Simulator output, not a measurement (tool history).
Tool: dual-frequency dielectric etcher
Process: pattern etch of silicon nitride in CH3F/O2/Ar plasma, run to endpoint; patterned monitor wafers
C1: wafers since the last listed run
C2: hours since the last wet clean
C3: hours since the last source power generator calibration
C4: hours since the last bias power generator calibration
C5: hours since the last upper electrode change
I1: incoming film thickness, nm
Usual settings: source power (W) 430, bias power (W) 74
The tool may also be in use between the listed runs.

Run 1, day 0: usual settings; C1 0; C2 104.8; C3 3619.5; C4 2322.4; C5 1598; I1 27.61. Result: endpoint time (s) 39.8.
Run 2, day 1.367: usual settings; C1 282; C2 137.6; C3 3652.3; C4 2355.2; C5 1630.8; I1 27.69. Result: endpoint time (s) 40.
Run 3, day 3.283: usual settings; C1 396; C2 183.6; C3 3698.3; C4 2401.2; C5 1676.8; I1 27.38. Result: endpoint time (s) 39.9.
Run 4, day 6.167: usual settings but source power (W) 380; C1 595; C2 252.8; C3 3767.5; C4 2470.4; C5 1746; I1 27.86. Result: endpoint time (s) 42.7.
Run 5, day 8.471: usual settings; C1 476; C2 308.1; C3 3822.8; C4 2525.7; C5 1801.3; I1 27.67. Result: endpoint time (s) 40.2.
Run 6, day 9.646: usual settings; C1 242; C2 336.3; C3 3851; C4 2553.9; C5 1829.5; I1 27.61. Result: endpoint time (s) 39.9.
Run 7, day 11.454: usual settings but source power (W) 510; C1 373; C2 379.7; C3 3894.4; C4 2597.3; C5 1872.9; I1 27.7. Result: endpoint time (s) 37.2.
Run 8, day 12.529: usual settings but source power (W) 510; C1 222; C2 405.5; C3 3920.2; C4 2623.1; C5 1898.7; I1 27.8. Result: endpoint time (s) 37.2.
Run 9, day 14.008: usual settings; C1 305; C2 441; C3 3955.7; C4 2658.6; C5 1934.2; I1 27.68. Result: endpoint time (s) 40.
At day 15.338: wet clean of the chamber.
Run 10, day 16.367: usual settings; C1 280; C2 24.7; C3 4012.3; C4 2715.2; C5 1990.8; I1 27.4. Result: endpoint time (s) 39.9.
Run 11, day 18.021: usual settings; C1 341; C2 64.4; C3 4052; C4 2754.9; C5 2030.5; I1 27.46. Result: endpoint time (s) 39.9.
Run 12, day 19.208: usual settings; C1 245; C2 92.9; C3 4080.5; C4 2783.4; C5 2059; I1 27.4. Result: endpoint time (s) 39.8.
Run 13, day 21.15: usual settings but source power (W) 510, bias power (W) 87; C1 401; C2 139.5; C3 4127.1; C4 2830; C5 2105.6; I1 27.69. Result: endpoint time (s) 35.3.
At day 22.4: source power generator calibrated.
Run 14, day 22.458: usual settings but source power (W) 380, bias power (W) 61; C1 235; C2 170.9; C3 1.4; C4 2861.4; C5 2137; I1 27.71. Result: endpoint time (s) 45.2.
Run 15, day 24.388: usual settings but source power (W) 470, bias power (W) 84; C1 398; C2 217.2; C3 47.7; C4 2907.7; C5 2183.3; I1 27.7. Result: endpoint time (s) 36.8.
Run 16, day 27.133: usual settings but source power (W) 320, bias power (W) 65; C1 567; C2 283.1; C3 113.6; C4 2973.6; C5 2249.2; I1 27.71. Result: endpoint time (s) 48.3.
Run 17, day 29.388: usual settings but source power (W) 330, bias power (W) 69; C1 465; C2 337.2; C3 167.7; C4 3027.7; C5 2303.3; I1 27.52. Result: endpoint time (s) 46.1.
At day 31.458: wet clean of the chamber.
Run 18, day 31.479: usual settings; C1 225; C2 0.5; C3 217.9; C4 3077.9; C5 2353.5; I1 27.55. Result: endpoint time (s) 39.7.
At day 31.929: bias power generator calibrated.
Run 19, day 32.754: usual settings but source power (W) 390, bias power (W) 63; C1 229; C2 31.1; C3 248.5; C4 19.8; C5 2384.1; I1 27.58. Result: endpoint time (s) 43.9.
Run 20, day 41.208: usual settings; C1 1746; C2 234; C3 451.4; C4 222.7; C5 2587; I1 27.62. Result: endpoint time (s) 39.9.
Run 21, day 43.354: usual settings but source power (W) 540, bias power (W) 67; C1 443; C2 285.5; C3 502.9; C4 274.2; C5 2638.5; I1 27.67. Result: endpoint time (s) 37.2.
At day 44.912: upper electrode replaced.
Run 22, day 44.933: usual settings but source power (W) 330, bias power (W) 83; C1 119; C2 323.4; C3 540.8; C4 312.1; C5 0.5; I1 27.24. Result: endpoint time (s) 43.3.
Run 23, day 46.421: usual settings but source power (W) 380, bias power (W) 68; C1 307; C2 359.1; C3 576.5; C4 347.8; C5 36.2; I1 27.36. Result: endpoint time (s) 43.1.
At day 48.146: wet clean of the chamber.
Run 24, day 48.167: usual settings but source power (W) 490, bias power (W) 61; C1 154; C2 0.5; C3 618.4; C4 389.7; C5 78.1; I1 27.49. Result: endpoint time (s) 39.9.
Run 25, day 49.879: usual settings; C1 353; C2 41.6; C3 659.5; C4 430.8; C5 119.2; I1 27.52. Result: endpoint time (s) 39.9.
Run 26, day 52.804: usual settings but source power (W) 510, bias power (W) 68; C1 604; C2 111.8; C3 729.7; C4 501; C5 189.4; I1 27.42. Result: endpoint time (s) 37.5.
Run 27, day 54.008: usual settings but source power (W) 400, bias power (W) 89; C1 248; C2 140.7; C3 758.6; C4 529.9; C5 218.3; I1 27.43. Result: endpoint time (s) 38.7.
Run 28, day 56.429: usual settings but source power (W) 330, bias power (W) 84; C1 500; C2 198.8; C3 816.7; C4 588; C5 276.4; I1 27.78. Result: endpoint time (s) 43.7.
Run 29, day 57.6: usual settings but source power (W) 370, bias power (W) 62; C1 241; C2 226.9; C3 844.8; C4 616.1; C5 304.5; I1 27.69. Result: endpoint time (s) 45.7.
Run 30, day 60.55: usual settings but source power (W) 330, bias power (W) 79; C1 609; C2 297.7; C3 915.6; C4 686.9; C5 375.3; I1 27.67. Result: endpoint time (s) 44.7.
Run 31, day 61.7: usual settings but source power (W) 370, bias power (W) 91; C1 237; C2 325.3; C3 943.2; C4 714.5; C5 402.9; I1 27.55. Result: endpoint time (s) 39.8.
Run 32, day 63.546: usual settings but source power (W) 530, bias power (W) 69; C1 381; C2 369.6; C3 987.5; C4 758.8; C5 447.2; I1 27.49. Result: endpoint time (s) 37.
At day 65.404: wet clean of the chamber.
Run 33, day 66.442: usual settings but bias power (W) 67; C1 391; C2 24.9; C3 1057; C4 828.3; C5 516.7; I1 27.73. Result: endpoint time (s) 41.4.
Run 34, day 68.225: usual settings but source power (W) 480, bias power (W) 58; C1 368; C2 67.7; C3 1099.8; C4 871.1; C5 559.5; I1 27.63. Result: endpoint time (s) 40.7.
Run 35, day 70.908: usual settings; C1 554; C2 132.1; C3 1164.2; C4 935.5; C5 623.9; I1 27.81. Result: endpoint time (s) 40.2.
Run 36, day 72.275: usual settings but source power (W) 340, bias power (W) 88; C1 282; C2 164.9; C3 1197; C4 968.3; C5 656.7; I1 27.6. Result: endpoint time (s) 42.5.

Forecast each of these 3 alternatives for the next run:
Run A, day 72.292: usual settings; C1 3; C2 165.3; C3 1197.4; C4 968.7; C5 657.1; I1 27.86. Result: endpoint time (s) ?.
Run B, day 72.292: usual settings but source power (W) 340, bias power (W) 58; C1 3; C2 165.3; C3 1197.4; C4 968.7; C5 657.1; I1 27.86. Result: endpoint time (s) ?.
Run C, day 72.292: usual settings but source power (W) 360, bias power (W) 79; C1 3; C2 165.3; C3 1197.4; C4 968.7; C5 657.1; I1 27.86. Result: endpoint time (s) ?.

run  endpoint time (s)
  A               40.5
  B                 49
  C               43.2
Without the tool's hidden state the same runs would have given:
run  endpoint time (s)
  A               40.5
  B                 49
  C               43.2
